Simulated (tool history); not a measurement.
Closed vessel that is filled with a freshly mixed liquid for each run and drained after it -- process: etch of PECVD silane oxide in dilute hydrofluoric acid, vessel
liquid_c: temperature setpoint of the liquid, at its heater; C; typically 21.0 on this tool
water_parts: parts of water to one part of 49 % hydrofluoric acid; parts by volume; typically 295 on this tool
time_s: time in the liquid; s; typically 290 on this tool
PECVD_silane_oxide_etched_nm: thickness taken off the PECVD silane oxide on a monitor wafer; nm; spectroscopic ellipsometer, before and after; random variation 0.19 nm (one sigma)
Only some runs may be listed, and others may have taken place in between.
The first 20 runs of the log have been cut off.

run,day,liquid_c,water_parts,time_s,"read-back film thickness of the PECVD silane oxide reference wafer, read on the same gauge (nm)",PECVD_silane_oxide_etched_nm
21,44.183,26.0,295,290,110.01,33.77
# day 48.229: thermometer replaced
22,52.196,25.5,255,340,110.00,46.90
23,53.429,21.0,375,190,109.99,13.69
24,56.354,21.0,295,290,109.98,28.55
25,59.012,19.0,165,210,109.98,38.65
26,61.575,21.0,295,290,110.01,28.32
27,63.675,21.0,425,290,110.00,17.72
28,64.862,23.0,295,400,110.00,42.95
29,66.617,19.0,295,290,110.01,26.42
30,68.079,21.0,220,145,110.00,20.57
31,70.608,18.5,390,225,110.03,14.29
32,71.700,24.0,235,230,110.01,33.38

What if the next run were any one of these 5? Each begins from the tool's condition after run 32:
A,71.729,17.0,295,290,?,?
B,71.729,24.0,190,290,?,?
C,71.729,18.0,210,415,?,?
D,71.729,23.5,360,395,?,?
E,71.729,22.5,345,290,?,?

run,"read-back film thickness of the PECVD silane oxide reference wafer, read on the same gauge (nm)",PECVD_silane_oxide_etched_nm
A,109.99,24.83
B,109.99,55.42
C,109.99,55.92
D,109.99,33.06
E,109.99,24.81
Stripped of hidden state, with their random variation kept, the same runs would have yielded:
run,PECVD_silane_oxide_etched_nm
A,24.83
B,55.42
C,55.92
D,33.06
E,24.81
